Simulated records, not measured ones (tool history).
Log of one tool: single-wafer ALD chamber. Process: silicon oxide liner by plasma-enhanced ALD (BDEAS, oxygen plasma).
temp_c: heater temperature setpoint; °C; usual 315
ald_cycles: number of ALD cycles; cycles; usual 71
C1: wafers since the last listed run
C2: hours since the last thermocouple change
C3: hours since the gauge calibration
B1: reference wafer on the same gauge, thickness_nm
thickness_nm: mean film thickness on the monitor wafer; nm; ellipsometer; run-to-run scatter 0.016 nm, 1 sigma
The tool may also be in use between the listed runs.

Run 1, hour 0.0: usual settings; C1 0; C2 1654.1; C3 455.6; B1 7.291. Result: thickness_nm 6.342 nm.
Run 2, hour 46.6: usual settings; C1 272; C2 1700.7; C3 502.2; B1 7.293. Result: thickness_nm 6.346 nm.
Run 3, hour 94.5: usual settings; C1 279; C2 1748.6; C3 550.1; B1 7.290. Result: thickness_nm 6.329 nm.
Run 4, hour 134.7: usual settings; C1 234; C2 1788.8; C3 590.3; B1 7.283. Result: thickness_nm 6.359 nm.
Run 5, hour 239.3: usual settings; C1 610; C2 1893.4; C3 694.9; B1 7.266. Result: thickness_nm 6.331 nm.
Run 6, hour 321.9: usual settings but temp_c 324 °C; C1 482; C2 1976.0; C3 777.5; B1 7.252. Result: thickness_nm 6.234 nm.
Run 7, hour 389.9: usual settings but temp_c 324 °C; C1 397; C2 2044.0; C3 845.5; B1 7.244. Result: thickness_nm 6.211 nm.
Run 8, hour 459.6: usual settings but ald_cycles 81 cycles; C1 407; C2 2113.7; C3 915.2; B1 7.238. Result: thickness_nm 7.177 nm.

Expected results for the next run?
Run 9, hour 519.4: usual settings; C1 349; C2 2173.5; C3 975.0; B1 ?. Result: thickness_nm ?.

Run 9 measured B1 7.232, thickness_nm 6.278 nm.
If the tool had no hidden condition, the same run with the same run-to-run variation would have returned thickness_nm 6.352 nm.
